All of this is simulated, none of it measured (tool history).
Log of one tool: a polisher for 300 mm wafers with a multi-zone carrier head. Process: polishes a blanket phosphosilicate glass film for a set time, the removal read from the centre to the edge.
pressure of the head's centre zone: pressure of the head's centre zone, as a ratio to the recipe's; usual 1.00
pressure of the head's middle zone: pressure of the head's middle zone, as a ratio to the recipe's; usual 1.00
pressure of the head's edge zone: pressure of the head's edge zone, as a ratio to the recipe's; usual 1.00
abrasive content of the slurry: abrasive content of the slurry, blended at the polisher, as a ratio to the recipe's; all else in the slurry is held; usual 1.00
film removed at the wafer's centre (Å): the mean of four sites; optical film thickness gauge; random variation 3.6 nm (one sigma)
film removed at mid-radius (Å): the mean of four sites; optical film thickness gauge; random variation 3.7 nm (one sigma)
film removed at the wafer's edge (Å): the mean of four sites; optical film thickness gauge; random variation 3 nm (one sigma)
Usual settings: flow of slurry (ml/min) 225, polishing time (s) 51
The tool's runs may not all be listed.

| run | hour | flow of slurry (ml/min) | pressure of the head's centre zone | pressure of the head's middle zone | pressure of the head's edge zone | abrasive content of the slurry | polishing time (s) | incoming thickness of the incoming film, nm | film removed at the wafer's centre (Å) | film removed at mid-radius (Å) | film removed at the wafer's edge (Å) |
|---|---|---|---|---|---|---|---|---|---|---|---|
| 1 | 0.0 | 225 | 1.00 | 1.00 | 1.00 | 1.00 | 51 | 3618.7 | 2451 | 2582 | 2619 |
|  | 13.5 | worn pad replaced by a new one |
| 2 | 25.2 | 225 | 1.00 | 1.00 | 1.00 | 1.00 | 51 | 3723.9 | 2422 | 2593 | 2474 |
| 3 | 43.8 | 225 | 1.00 | 1.00 | 1.00 | 1.00 | 51 | 3737.9 | 2461 | 2557 | 2526 |
| 4 | 59.1 | 225 | 1.03 | 1.00 | 1.00 | 1.00 | 51 | 3719.5 | 2513 | 2601 | 2519 |
| 5 | 73.7 | 225 | 1.00 | 1.00 | 1.00 | 1.00 | 51 | 3658.3 | 2412 | 2575 | 2549 |
| 6 | 86.8 | 225 | 1.00 | 1.00 | 1.00 | 1.00 | 51 | 3676.9 | 2537 | 2649 | 2513 |
|  | 118.9 | worn pad replaced by a new one |
| 7 | 119.4 | 165 | 1.00 | 1.00 | 1.00 | 1.00 | 37 | 3704.4 | 1722 | 1793 | 1797 |
| 8 | 131.8 | 225 | 1.00 | 1.00 | 1.03 | 1.00 | 61 | 3674.7 | 2865 | 3066 | 3175 |
| 9 | 149.4 | 225 | 1.00 | 1.00 | 1.04 | 1.00 | 51 | 3642.5 | 2427 | 2571 | 2590 |
| 10 | 174.4 | 180 | 1.00 | 1.00 | 0.92 | 1.00 | 57 | 3667.2 | 2715 | 2885 | 2741 |
| 11 | 186.9 | 165 | 1.00 | 1.00 | 1.00 | 1.00 | 37 | 3724.3 | 1668 | 1812 | 1847 |
|  | 191.5 | edge zone pressure recalibrated |
| 12 | 204.7 | 225 | 1.06 | 1.00 | 1.00 | 1.00 | 51 | 3688.8 | 2506 | 2530 | 2533 |
|  | 217.4 | slurry nozzle cleaned |
| 13 | 223.0 | 225 | 1.00 | 1.00 | 1.00 | 1.00 | 51 | 3623.2 | 2453 | 2601 | 2518 |
|  | 236.5 | worn pad replaced by a new one |
| 14 | 246.5 | 225 | 0.95 | 1.00 | 1.00 | 1.00 | 51 | 3719.5 | 2247 | 2586 | 2560 |
|  | 251.8 | carrier head's membrane replaced by a new one |
|  | 259.6 | centre zone pressure recalibrated |
| 15 | 272.5 | 225 | 1.04 | 1.00 | 0.92 | 1.00 | 51 | 3686.0 | 2669 | 2570 | 2427 |
| 16 | 307.6 | 225 | 1.10 | 1.00 | 1.05 | 1.10 | 51 | 3657.2 | 2861 | 2623 | 2709 |
| 17 | 324.9 | 285 | 1.00 | 1.00 | 1.00 | 0.85 | 67 | 3672.5 | 3176 | 3100 | 3212 |
| 18 | 338.8 | 255 | 1.00 | 1.00 | 1.00 | 1.30 | 38 | 3686.6 | 2096 | 2090 | 2138 |
|  | 348.7 | worn pad replaced by a new one |
| 19 | 351.2 | 225 | 1.00 | 1.00 | 1.00 | 1.00 | 51 | 3688.6 | 2505 | 2546 | 2562 |
| 20 | 364.6 | 225 | 1.00 | 1.00 | 1.00 | 1.00 | 51 | 3697.5 | 2540 | 2585 | 2539 |
| 21 | 406.6 | 225 | 1.11 | 0.92 | 1.00 | 0.85 | 51 | 3670.6 | 2653 | 2226 | 2403 |

4 ways to go on from here, each from the tool as it stands after run 21. What would each give?
| A | 407.0 | 225 | 1.00 | 1.00 | 0.94 | 1.00 | 51 | 3604.2 | ? | ? | ? |
| B | 407.0 | 225 | 1.10 | 1.07 | 1.00 | 1.25 | 51 | 3604.2 | ? | ? | ? |
| C | 407.0 | 155 | 0.91 | 0.91 | 1.00 | 0.85 | 51 | 3604.2 | ? | ? | ? |
| D | 407.0 | 225 | 1.00 | 1.00 | 1.07 | 1.00 | 57 | 3604.2 | ? | ? | ? |

| run | film removed at the wafer's centre (Å) | film removed at mid-radius (Å) | film removed at the wafer's edge (Å) |
|---|---|---|---|
| A | 2555 | 2488 | 2471 |
| B | 3067 | 2858 | 2772 |
| C | 2100 | 2100 | 2330 |
| D | 2856 | 2780 | 2941 |
Without the tool's hidden state the same runs would have given:
| run | film removed at the wafer's centre (Å) | film removed at mid-radius (Å) | film removed at the wafer's edge (Å) |
|---|---|---|---|
| A | 2570 | 2488 | 2471 |
| B | 3084 | 2858 | 2772 |
| C | 2112 | 2100 | 2330 |
| D | 2872 | 2780 | 2941 |
